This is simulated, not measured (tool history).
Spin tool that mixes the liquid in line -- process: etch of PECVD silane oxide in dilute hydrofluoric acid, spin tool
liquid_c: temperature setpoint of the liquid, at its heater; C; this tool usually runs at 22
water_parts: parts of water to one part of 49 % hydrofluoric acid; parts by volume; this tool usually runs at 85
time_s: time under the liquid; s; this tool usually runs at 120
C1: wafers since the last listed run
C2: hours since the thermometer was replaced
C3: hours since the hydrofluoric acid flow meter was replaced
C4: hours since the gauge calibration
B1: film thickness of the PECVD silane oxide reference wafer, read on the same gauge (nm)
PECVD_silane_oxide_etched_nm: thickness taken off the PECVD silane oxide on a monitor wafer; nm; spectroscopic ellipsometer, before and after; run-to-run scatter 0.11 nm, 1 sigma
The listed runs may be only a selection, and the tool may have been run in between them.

{"run": 1, "hour": 0.0, "liquid_c": 24.5, "water_parts": 85, "time_s": 90, "C1": 0, "C2": 1878, "C3": 1024.9, "C4": 457.1, "B1": 40.03, "PECVD_silane_oxide_etched_nm": 23.35}
{"run": 2, "hour": 12.8, "liquid_c": 24.5, "water_parts": 85, "time_s": 90, "C1": 140, "C2": 1890.8, "C3": 1037.7, "C4": 469.9, "B1": 40.01, "PECVD_silane_oxide_etched_nm": 23.51}
{"run": 3, "hour": 28.9, "liquid_c": 22, "water_parts": 85, "time_s": 120, "C1": 176, "C2": 1906.9, "C3": 1053.8, "C4": 486, "B1": 39.97, "PECVD_silane_oxide_etched_nm": 28.19}
{"run": 4, "hour": 40.4, "liquid_c": 22, "water_parts": 85, "time_s": 120, "C1": 126, "C2": 1918.4, "C3": 1065.3, "C4": 497.5, "B1": 39.99, "PECVD_silane_oxide_etched_nm": 27.91}
{"run": 5, "hour": 53.6, "liquid_c": 22, "water_parts": 85, "time_s": 120, "C1": 144, "C2": 1931.6, "C3": 1078.5, "C4": 510.7, "B1": 39.98, "PECVD_silane_oxide_etched_nm": 28.25}
{"run": 6, "hour": 61.7, "liquid_c": 22, "water_parts": 85, "time_s": 120, "C1": 88, "C2": 1939.7, "C3": 1086.6, "C4": 518.8, "B1": 40, "PECVD_silane_oxide_etched_nm": 28.1}
{"run": 7, "hour": 69.0, "liquid_c": 23.5, "water_parts": 85, "time_s": 95, "C1": 80, "C2": 1947, "C3": 1093.9, "C4": 526.1, "B1": 40.01, "PECVD_silane_oxide_etched_nm": 23.56}
{"run": 8, "hour": 80.1, "liquid_c": 23.5, "water_parts": 85, "time_s": 95, "C1": 121, "C2": 1958.1, "C3": 1105, "C4": 537.2, "B1": 40.01, "PECVD_silane_oxide_etched_nm": 23.68}
{"run": 9, "hour": 88.3, "liquid_c": 23.5, "water_parts": 85, "time_s": 95, "C1": 89, "C2": 1966.3, "C3": 1113.2, "C4": 545.4, "B1": 40.03, "PECVD_silane_oxide_etched_nm": 23.64}
{"run": 10, "hour": 101.1, "liquid_c": 26, "water_parts": 85, "time_s": 120, "C1": 140, "C2": 1979.1, "C3": 1126, "C4": 558.2, "B1": 40.05, "PECVD_silane_oxide_etched_nm": 32.93}
{"run": 11, "hour": 115.0, "liquid_c": 22, "water_parts": 105, "time_s": 190, "C1": 152, "C2": 1993, "C3": 1139.9, "C4": 572.1, "B1": 39.97, "PECVD_silane_oxide_etched_nm": 35.31}
{"run": 12, "hour": 128.6, "liquid_c": 22, "water_parts": 65, "time_s": 120, "C1": 149, "C2": 2006.6, "C3": 1153.5, "C4": 585.7, "B1": 40.02, "PECVD_silane_oxide_etched_nm": 37.52}
{"run": 13, "hour": 141.3, "liquid_c": 18.5, "water_parts": 70, "time_s": 120, "C1": 139, "C2": 2019.3, "C3": 1166.2, "C4": 598.4, "B1": 40.02, "PECVD_silane_oxide_etched_nm": 29.93}
{"run": 14, "hour": 155.3, "liquid_c": 22, "water_parts": 85, "time_s": 120, "C1": 153, "C2": 2033.3, "C3": 1180.2, "C4": 612.4, "B1": 40.01, "PECVD_silane_oxide_etched_nm": 27.94}
{"run": 15, "hour": 166.4, "liquid_c": 18.5, "water_parts": 50, "time_s": 65, "C1": 121, "C2": 2044.4, "C3": 1191.3, "C4": 623.5, "B1": 39.98, "PECVD_silane_oxide_etched_nm": 23.12}
{"run": 16, "hour": 177.0, "liquid_c": 18, "water_parts": 70, "time_s": 120, "C1": 116, "C2": 2055, "C3": 1201.9, "C4": 634.1, "B1": 40, "PECVD_silane_oxide_etched_nm": 29.26}
{"run": 17, "hour": 194.4, "liquid_c": 23.5, "water_parts": 60, "time_s": 185, "C1": 190, "C2": 2072.4, "C3": 1219.3, "C4": 651.5, "B1": 40.04, "PECVD_silane_oxide_etched_nm": 67.07}
{"run": 18, "hour": 201.2, "liquid_c": 25.5, "water_parts": 60, "time_s": 180, "C1": 74, "C2": 2079.2, "C3": 1226.1, "C4": 658.3, "B1": 40.02, "PECVD_silane_oxide_etched_nm": 70.65}
{"run": 19, "hour": 216.7, "liquid_c": 26, "water_parts": 100, "time_s": 120, "C1": 169, "C2": 2094.7, "C3": 1241.6, "C4": 673.8, "B1": 40.02, "PECVD_silane_oxide_etched_nm": 27.23}
{"run": 20, "hour": 230.5, "liquid_c": 22, "water_parts": 85, "time_s": 120, "C1": 151, "C2": 2108.5, "C3": 1255.4, "C4": 687.6, "B1": 39.96, "PECVD_silane_oxide_etched_nm": 27.79}
{"run": 21, "hour": 241.3, "liquid_c": 22, "water_parts": 85, "time_s": 185, "C1": 118, "C2": 2119.3, "C3": 1266.2, "C4": 698.4, "B1": 39.98, "PECVD_silane_oxide_etched_nm": 42.92}
{"hour": 251.6, "done": "gauge calibrated"}
{"hour": 255.6, "done": "hydrofluoric acid flow meter replaced"}
{"run": 22, "hour": 269.4, "liquid_c": 22, "water_parts": 85, "time_s": 120, "C1": 297, "C2": 2147.4, "C3": 13.8, "C4": 17.8, "B1": 39.95, "PECVD_silane_oxide_etched_nm": 29.63}
{"run": 23, "hour": 282.8, "liquid_c": 22, "water_parts": 105, "time_s": 155, "C1": 146, "C2": 2160.8, "C3": 27.2, "C4": 31.2, "B1": 40, "PECVD_silane_oxide_etched_nm": 30.16}
{"run": 24, "hour": 296.0, "liquid_c": 26, "water_parts": 125, "time_s": 65, "C1": 144, "C2": 2174, "C3": 40.4, "C4": 44.4, "B1": 40.04, "PECVD_silane_oxide_etched_nm": 12.11}
{"hour": 306.9, "done": "thermometer replaced"}
{"run": 25, "hour": 348.1, "liquid_c": 22, "water_parts": 85, "time_s": 70, "C1": 560, "C2": 41.2, "C3": 92.5, "C4": 96.5, "B1": 40.02, "PECVD_silane_oxide_etched_nm": 17.03}
{"run": 26, "hour": 365.1, "liquid_c": 22, "water_parts": 85, "time_s": 120, "C1": 186, "C2": 58.2, "C3": 109.5, "C4": 113.5, "B1": 39.95, "PECVD_silane_oxide_etched_nm": 29.25}
{"run": 27, "hour": 378.9, "liquid_c": 24.5, "water_parts": 60, "time_s": 75, "C1": 151, "C2": 72, "C3": 123.3, "C4": 127.3, "B1": 40, "PECVD_silane_oxide_etched_nm": 29.42}
{"run": 28, "hour": 386.4, "liquid_c": 19.5, "water_parts": 60, "time_s": 70, "C1": 82, "C2": 79.5, "C3": 130.8, "C4": 134.8, "B1": 39.98, "PECVD_silane_oxide_etched_nm": 22.33}
{"run": 29, "hour": 398.7, "liquid_c": 22, "water_parts": 85, "time_s": 120, "C1": 134, "C2": 91.8, "C3": 143.1, "C4": 147.1, "B1": 40.01, "PECVD_silane_oxide_etched_nm": 29.1}
{"run": 30, "hour": 409.8, "liquid_c": 22, "water_parts": 85, "time_s": 120, "C1": 121, "C2": 102.9, "C3": 154.2, "C4": 158.2, "B1": 40, "PECVD_silane_oxide_etched_nm": 29.12}
{"run": 31, "hour": 420.5, "liquid_c": 22, "water_parts": 85, "time_s": 120, "C1": 117, "C2": 113.6, "C3": 164.9, "C4": 168.9, "B1": 39.99, "PECVD_silane_oxide_etched_nm": 29.33}
{"run": 32, "hour": 429.5, "liquid_c": 22, "water_parts": 65, "time_s": 120, "C1": 98, "C2": 122.6, "C3": 173.9, "C4": 177.9, "B1": 39.97, "PECVD_silane_oxide_etched_nm": 39.02}
{"run": 33, "hour": 439.1, "liquid_c": 24.5, "water_parts": 105, "time_s": 100, "C1": 105, "C2": 132.2, "C3": 183.5, "C4": 187.5, "B1": 39.99, "PECVD_silane_oxide_etched_nm": 21.31}

Here are 4 independent what-if runs from the current tool condition. What would each one return?
{"run": "A", "hour": 439.5, "liquid_c": 22, "water_parts": 110, "time_s": 120, "C1": 4, "C2": 132.6, "C3": 183.9, "C4": 187.9, "B1": "?", "PECVD_silane_oxide_etched_nm": "?"}
{"run": "B", "hour": 439.5, "liquid_c": 27, "water_parts": 70, "time_s": 85, "C1": 4, "C2": 132.6, "C3": 183.9, "C4": 187.9, "B1": "?", "PECVD_silane_oxide_etched_nm": "?"}
{"run": "C", "hour": 439.5, "liquid_c": 24, "water_parts": 85, "time_s": 120, "C1": 4, "C2": 132.6, "C3": 183.9, "C4": 187.9, "B1": "?", "PECVD_silane_oxide_etched_nm": "?"}
{"run": "D", "hour": 439.5, "liquid_c": 17, "water_parts": 85, "time_s": 120, "C1": 4, "C2": 132.6, "C3": 183.9, "C4": 187.9, "B1": "?", "PECVD_silane_oxide_etched_nm": "?"}

run=A B1=40 PECVD_silane_oxide_etched_nm=21.82
run=B B1=40 PECVD_silane_oxide_etched_nm=31.18
run=C B1=40 PECVD_silane_oxide_etched_nm=31.54
run=D B1=40 PECVD_silane_oxide_etched_nm=23.63
The same runs, with their run-to-run variation unchanged, on a tool lacking any hidden condition would have given:
run=A PECVD_silane_oxide_etched_nm=22.23
run=B PECVD_silane_oxide_etched_nm=31.76
run=C PECVD_silane_oxide_etched_nm=32.13
run=D PECVD_silane_oxide_etched_nm=24.06
